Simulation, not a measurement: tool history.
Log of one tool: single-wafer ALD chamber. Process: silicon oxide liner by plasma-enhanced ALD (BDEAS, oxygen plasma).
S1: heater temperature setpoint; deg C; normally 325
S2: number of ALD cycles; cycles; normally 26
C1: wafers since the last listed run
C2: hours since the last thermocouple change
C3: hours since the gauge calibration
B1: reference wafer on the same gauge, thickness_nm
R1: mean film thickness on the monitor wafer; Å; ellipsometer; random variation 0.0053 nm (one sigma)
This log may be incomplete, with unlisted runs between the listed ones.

run	day	S1	S2	C1	C2	C3	B1	R1
1	0.000	316	26	0	1088.8	1109.0	1.746	21.50
2	1.712	325	26	349	1129.9	1150.1	1.747	21.26
3	3.158	325	26	295	1164.6	1184.8	1.748	21.30
4	5.162	325	26	409	1212.7	1232.9	1.751	21.21
# day 6.862: gauge calibrated
5	8.083	325	26	596	1282.8	29.3	1.727	21.02
6	10.775	325	26	549	1347.4	93.9	1.728	21.04
7	11.971	321	29	244	1376.1	122.6	1.728	23.54
8	14.358	318	26	487	1433.4	179.9	1.728	21.24
9	17.200	318	26	580	1501.6	248.1	1.728	21.20
10	19.500	318	26	469	1556.8	303.3	1.728	21.32
11	22.262	325	26	564	1623.1	369.6	1.728	21.12
12	30.588	325	26	1700	1822.9	569.4	1.732	21.06
13	31.892	325	26	266	1854.2	600.7	1.733	21.06
14	34.329	325	26	497	1912.7	659.2	1.732	21.02
15	36.454	325	26	434	1963.7	710.2	1.734	21.12
16	38.229	325	26	362	2006.3	752.8	1.735	21.09
17	39.875	332	26	336	2045.8	792.3	1.734	20.89
18	41.058	316	22	241	2074.2	820.7	1.737	18.11
19	42.975	316	22	391	2120.2	866.7	1.737	18.10
# day 44.208: thermocouple changed; heater temperature recalibrated
20	44.954	316	22	336	17.9	914.2	1.739	18.13
21	47.779	325	29	577	85.7	982.0	1.740	23.69
22	48.779	325	26	204	109.7	1006.0	1.740	21.16
23	50.067	325	26	263	140.6	1036.9	1.742	21.26
24	52.579	325	26	513	200.9	1097.2	1.743	21.21
25	54.467	331	28	385	246.2	1142.5	1.747	22.70
26	56.942	331	23	505	305.6	1201.9	1.747	18.67
27	58.071	325	26	230	332.7	1229.0	1.748	21.27
# day 58.117: gauge calibrated
28	60.779	325	26	553	397.7	63.9	1.730	21.11
29	61.796	325	28	207	422.1	88.3	1.730	22.60
30	62.958	325	26	237	450.0	116.2	1.729	21.17
31	64.050	314	24	223	476.2	142.4	1.729	19.82
32	65.096	317	28	213	501.3	167.5	1.730	22.84
33	66.792	325	22	346	542.0	208.2	1.729	17.84
34	69.450	320	31	543	605.8	272.0	1.732	25.39
35	71.662	321	23	451	658.9	325.1	1.732	18.75
36	74.146	325	26	507	718.5	384.7	1.732	21.01
37	76.038	325	26	386	763.9	430.1	1.732	21.06
38	78.383	330	26	479	820.2	486.4	1.731	20.98
39	80.150	330	23	360	862.6	528.8	1.733	18.48
40	82.262	314	30	431	913.3	579.5	1.735	24.84
41	83.862	325	26	326	951.7	617.9	1.735	21.17

Hidden state or all else? Some run-to-run changes of R1, split into what the settings, what came in and random variation would give without the hidden state, and what is left for the hidden state (with any gauge scatter that isn't in both results):
Hidden state at play: wafer temperature above the value expected at the setpoint (K); gauge reads high (%).
Run 4 -> 5: gauge calibrated. R1 -0.19 Å: hidden state -0.29, all else +0.10.
Run 20 -> 21: S1 316 -> 325, S2 22 -> 29. R1 +5.56 Å: hidden state +0.05, all else +5.51.
Run 27 -> 28: gauge calibrated. R1 -0.16 Å: hidden state -0.23, all else +0.07.
Run 33 -> 34: S1 325 -> 320, S2 22 -> 31. R1 +7.55 Å: hidden state +0.01, all else +7.54.
Run 34 -> 35: S1 320 -> 321, S2 31 -> 23. R1 -6.64 Å: hidden state +0.00, all else -6.64.
Run 39 -> 40: S1 330 -> 314, S2 23 -> 30. R1 +6.36 Å: hidden state +0.02, all else +6.34.

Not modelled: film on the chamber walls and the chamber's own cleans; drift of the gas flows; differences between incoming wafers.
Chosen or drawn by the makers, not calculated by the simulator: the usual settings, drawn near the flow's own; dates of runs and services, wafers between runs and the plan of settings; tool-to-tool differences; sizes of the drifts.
